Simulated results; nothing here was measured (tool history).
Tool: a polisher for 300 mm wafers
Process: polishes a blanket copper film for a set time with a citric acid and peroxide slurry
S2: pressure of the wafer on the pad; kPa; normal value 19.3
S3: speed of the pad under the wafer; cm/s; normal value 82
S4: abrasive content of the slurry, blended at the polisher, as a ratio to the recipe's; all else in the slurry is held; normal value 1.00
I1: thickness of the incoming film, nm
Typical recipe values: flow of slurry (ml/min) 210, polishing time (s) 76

{"run": 1, "day": 0.0, "flow of slurry (ml/min)": 210, "S2": 19.3, "S3": 82, "S4": 1.0, "polishing time (s)": 76, "I1": 886.3, "film removed (nm)": 151.7}
{"run": 2, "day": 0.679, "flow of slurry (ml/min)": 210, "S2": 19.3, "S3": 82, "S4": 1.0, "polishing time (s)": 76, "I1": 875.2, "film removed (nm)": 152.2}
{"run": 3, "day": 1.171, "flow of slurry (ml/min)": 210, "S2": 19.3, "S3": 82, "S4": 1.0, "polishing time (s)": 76, "I1": 893.5, "film removed (nm)": 150.1}
{"day": 1.942, "done": "slurry blender recalibrated"}
{"run": 4, "day": 2.775, "flow of slurry (ml/min)": 210, "S2": 19.3, "S3": 82, "S4": 1.0, "polishing time (s)": 76, "I1": 887.4, "film removed (nm)": 149.9}
{"day": 3.033, "done": "slurry nozzle cleaned"}
{"run": 5, "day": 3.392, "flow of slurry (ml/min)": 210, "S2": 19.3, "S3": 82, "S4": 1.0, "polishing time (s)": 76, "I1": 885.2, "film removed (nm)": 150.5}
{"run": 6, "day": 4.138, "flow of slurry (ml/min)": 210, "S2": 19.3, "S3": 82, "S4": 1.0, "polishing time (s)": 76, "I1": 890.4, "film removed (nm)": 147.3}
{"run": 7, "day": 4.617, "flow of slurry (ml/min)": 210, "S2": 19.3, "S3": 82, "S4": 1.0, "polishing time (s)": 76, "I1": 872.6, "film removed (nm)": 145.8}
{"day": 4.962, "done": "worn pad replaced by a new one"}
{"run": 8, "day": 5.088, "flow of slurry (ml/min)": 210, "S2": 19.3, "S3": 82, "S4": 1.0, "polishing time (s)": 76, "I1": 884.5, "film removed (nm)": 153.4}
{"run": 9, "day": 5.808, "flow of slurry (ml/min)": 210, "S2": 19.3, "S3": 82, "S4": 1.25, "polishing time (s)": 88, "I1": 873.0, "film removed (nm)": 189.0}
{"run": 10, "day": 6.438, "flow of slurry (ml/min)": 165, "S2": 13.8, "S3": 82, "S4": 1.0, "polishing time (s)": 76, "I1": 886.7, "film removed (nm)": 113.3}
{"run": 11, "day": 6.962, "flow of slurry (ml/min)": 210, "S2": 19.3, "S3": 82, "S4": 1.0, "polishing time (s)": 76, "I1": 874.5, "film removed (nm)": 154.5}
{"run": 12, "day": 7.667, "flow of slurry (ml/min)": 210, "S2": 15.9, "S3": 82, "S4": 1.0, "polishing time (s)": 76, "I1": 872.8, "film removed (nm)": 130.1}
{"run": 13, "day": 8.333, "flow of slurry (ml/min)": 210, "S2": 19.3, "S3": 72, "S4": 1.25, "polishing time (s)": 76, "I1": 897.7, "film removed (nm)": 141.7}
{"run": 14, "day": 8.612, "flow of slurry (ml/min)": 180, "S2": 19.3, "S3": 92, "S4": 1.1, "polishing time (s)": 101, "I1": 869.1, "film removed (nm)": 225.1}
{"run": 15, "day": 8.992, "flow of slurry (ml/min)": 210, "S2": 19.3, "S3": 82, "S4": 1.0, "polishing time (s)": 76, "I1": 875.8, "film removed (nm)": 152.4}
{"run": 16, "day": 9.338, "flow of slurry (ml/min)": 210, "S2": 19.3, "S3": 82, "S4": 0.7, "polishing time (s)": 64, "I1": 867.0, "film removed (nm)": 120.4}
{"run": 17, "day": 10.567, "flow of slurry (ml/min)": 170, "S2": 19.3, "S3": 82, "S4": 1.0, "polishing time (s)": 76, "I1": 881.0, "film removed (nm)": 149.2}
{"run": 18, "day": 10.904, "flow of slurry (ml/min)": 150, "S2": 13.8, "S3": 96, "S4": 1.0, "polishing time (s)": 66, "I1": 890.4, "film removed (nm)": 108.1}
{"run": 19, "day": 11.346, "flow of slurry (ml/min)": 180, "S2": 19.3, "S3": 92, "S4": 1.1, "polishing time (s)": 101, "I1": 872.6, "film removed (nm)": 223.7}
{"day": 11.721, "done": "slurry blender recalibrated"}
{"run": 20, "day": 11.838, "flow of slurry (ml/min)": 250, "S2": 25.5, "S3": 82, "S4": 0.9, "polishing time (s)": 95, "I1": 887.5, "film removed (nm)": 240.4}

Forecast run 21:
{"day": 12.133, "done": "worn pad replaced by a new one"}
{"day": 12.458, "done": "head pressure recalibrated"}
{"run": 21, "day": 12.479, "flow of slurry (ml/min)": 260, "S2": 19.3, "S3": 82, "S4": 0.7, "polishing time (s)": 76, "I1": 870.4, "film removed (nm)": "?"}

film removed (nm): 132.0
If the tool had no hidden condition, the same run with the same run-to-run variation would have returned film removed (nm) 134.9.
